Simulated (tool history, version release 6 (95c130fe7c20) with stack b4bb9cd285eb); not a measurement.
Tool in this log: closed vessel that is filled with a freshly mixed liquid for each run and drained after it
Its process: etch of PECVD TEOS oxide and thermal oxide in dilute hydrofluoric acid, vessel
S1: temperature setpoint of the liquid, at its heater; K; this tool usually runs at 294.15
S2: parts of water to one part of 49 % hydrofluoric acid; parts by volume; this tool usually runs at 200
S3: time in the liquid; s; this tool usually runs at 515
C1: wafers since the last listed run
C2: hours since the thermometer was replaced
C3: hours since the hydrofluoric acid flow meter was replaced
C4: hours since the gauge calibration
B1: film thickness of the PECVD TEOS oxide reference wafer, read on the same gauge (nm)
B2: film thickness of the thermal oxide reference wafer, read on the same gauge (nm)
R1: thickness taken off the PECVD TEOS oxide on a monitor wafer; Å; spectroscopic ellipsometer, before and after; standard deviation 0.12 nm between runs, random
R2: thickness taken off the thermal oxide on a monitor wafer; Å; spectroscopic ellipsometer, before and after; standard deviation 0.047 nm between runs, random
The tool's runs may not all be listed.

run 1 hour=0 | S1=294.15 S2=200 S3=515 | C1=0 C2=377.7 C3=1602.4 C4=1045 | B1=29.97 B2=130.05 | R1=290.8 R2=106.6
run 2 hour=60.4 | S1=294.15 S2=200 S3=515 | C1=3343 C2=438.1 C3=1662.8 C4=1105.4 | B1=30 B2=130 | R1=292.8 R2=106.8
run 3 hour=100.9 | S1=294.15 S2=200 S3=515 | C1=2241 C2=478.6 C3=1703.3 C4=1145.9 | B1=29.96 B2=130 | R1=293 R2=106.9
run 4 hour=145 | S1=294.15 S2=200 S3=705 | C1=2440 C2=522.7 C3=1747.4 C4=1190 | B1=29.95 B2=130 | R1=401.1 R2=145.3
run 5 hour=201.5 | S1=294.15 S2=200 S3=705 | C1=3127 C2=579.2 C3=1803.9 C4=1246.5 | B1=30.03 B2=130.02 | R1=404.5 R2=146.5
run 6 hour=244.4 | S1=294.15 S2=125 S3=515 | C1=2374 C2=622.1 C3=1846.8 C4=1289.4 | B1=29.97 B2=129.98 | R1=505.5 R2=183.2
-- hour=269.1 thermometer replaced
run 7 hour=309.5 | S1=294.15 S2=230 S3=515 | C1=3547 C2=40.4 C3=1911.9 C4=1354.5 | B1=29.98 B2=130.05 | R1=248.3 R2=90.6
run 8 hour=349.3 | S1=294.15 S2=230 S3=515 | C1=2202 C2=80.2 C3=1951.7 C4=1394.3 | B1=29.96 B2=129.99 | R1=248.7 R2=90.8
run 9 hour=411.1 | S1=292.15 S2=200 S3=690 | C1=3420 C2=142 C3=2013.5 C4=1456.1 | B1=29.96 B2=130.01 | R1=364.6 R2=132.2
-- hour=417 hydrofluoric acid flow meter replaced
run 10 hour=599 | S1=294.15 S2=200 S3=515 | C1=10344 C2=329.9 C3=182 C4=1644 | B1=29.99 B2=129.99 | R1=282.2 R2=102.1
run 11 hour=647.7 | S1=290.15 S2=140 S3=780 | C1=2695 C2=378.6 C3=230.7 C4=1692.7 | B1=29.99 B2=129.99 | R1=553 R2=201.7
run 12 hour=679.3 | S1=290.15 S2=200 S3=235 | C1=1749 C2=410.2 C3=262.3 C4=1724.3 | B1=29.95 B2=129.96 | R1=110.6 R2=40
run 13 hour=747.5 | S1=294.15 S2=200 S3=515 | C1=3774 C2=478.4 C3=330.5 C4=1792.5 | B1=30.01 B2=129.96 | R1=282 R2=102.8
run 14 hour=785.6 | S1=294.15 S2=200 S3=515 | C1=2108 C2=516.5 C3=368.6 C4=1830.6 | B1=30.02 B2=129.99 | R1=281.3 R2=102.7
run 15 hour=815 | S1=294.15 S2=255 S3=715 | C1=1627 C2=545.9 C3=398 C4=1860 | B1=30.01 B2=129.96 | R1=292.8 R2=106.2
run 16 hour=871.4 | S1=296.15 S2=100 S3=760 | C1=3121 C2=602.3 C3=454.4 C4=1916.4 | B1=30.01 B2=130.02 | R1=1003.2 R2=366.6
-- hour=904 gauge calibrated
run 17 hour=908.2 | S1=294.15 S2=165 S3=515 | C1=2036 C2=639.1 C3=491.2 C4=4.2 | B1=30 B2=130.03 | R1=354.2 R2=130.4
run 18 hour=938.6 | S1=296.65 S2=295 S3=515 | C1=1682 C2=669.5 C3=521.6 C4=34.6 | B1=29.95 B2=130.02 | R1=192.8 R2=70
run 19 hour=979.1 | S1=297.65 S2=240 S3=345 | C1=2241 C2=710 C3=562.1 C4=75.1 | B1=29.96 B2=130 | R1=172.6 R2=62.9
-- hour=987 thermometer replaced
run 20 hour=1019.7 | S1=290.15 S2=200 S3=685 | C1=2191 C2=32.7 C3=602.7 C4=115.7 | B1=29.99 B2=130.03 | R1=325.6 R2=117.6
run 21 hour=1070.8 | S1=292.65 S2=280 S3=515 | C1=2828 C2=83.8 C3=653.8 C4=166.8 | B1=30.03 B2=129.97 | R1=177.7 R2=64.9
run 22 hour=1124.4 | S1=297.15 S2=255 S3=235 | C1=2966 C2=137.4 C3=707.4 C4=220.4 | B1=29.97 B2=129.98 | R1=109 R2=39.2
run 23 hour=1154.6 | S1=295.65 S2=120 S3=515 | C1=1671 C2=167.6 C3=737.6 C4=250.6 | B1=30.05 B2=130.02 | R1=549.7 R2=200.3
run 24 hour=1205 | S1=294.15 S2=200 S3=515 | C1=2789 C2=218 C3=788 C4=301 | B1=29.99 B2=130.02 | R1=285 R2=104.3
run 25 hour=1259.3 | S1=294.15 S2=200 S3=710 | C1=3005 C2=272.3 C3=842.3 C4=355.3 | B1=30.03 B2=130.01 | R1=394.1 R2=143.6
run 26 hour=1445 | S1=296.15 S2=295 S3=685 | C1=10278 C2=458 C3=1028 C4=541 | B1=29.96 B2=129.98 | R1=253.6 R2=92.2

Hidden condition of the tool, last listed run before each entry between runs versus first listed run after:
From run 6 to run 7: thermometer replaced (hour 269.1)
  hydrofluoric acid flow above the setpoint (%): 4.09 -> 4.22
  measured value less the no-hidden-state value, R1: +22.5 -> +12.3 Å; R2: +8.2 -> +4.4 Å
From run 9 to run 10: hydrofluoric acid flow meter replaced (hour 417)
  hydrofluoric acid flow above the setpoint (%): 4.42 -> 0.532
  measured value less the no-hidden-state value, R1: +18.2 -> +1.8 Å; R2: +6.6 -> +0.7 Å
From run 16 to run 17: gauge calibrated (hour 904)
  hydrofluoric acid flow above the setpoint (%): 1.07 -> 1.14
  measured value less the no-hidden-state value, R1: +11.9 -> +4.7 Å; R2: +4.3 -> +1.8 Å
From run 19 to run 20: thermometer replaced (hour 987)
  hydrofluoric acid flow above the setpoint (%): 1.28 -> 1.36
  measured value less the no-hidden-state value, R1: +2.8 -> +5.1 Å; R2: +1 -> +1.9 Å
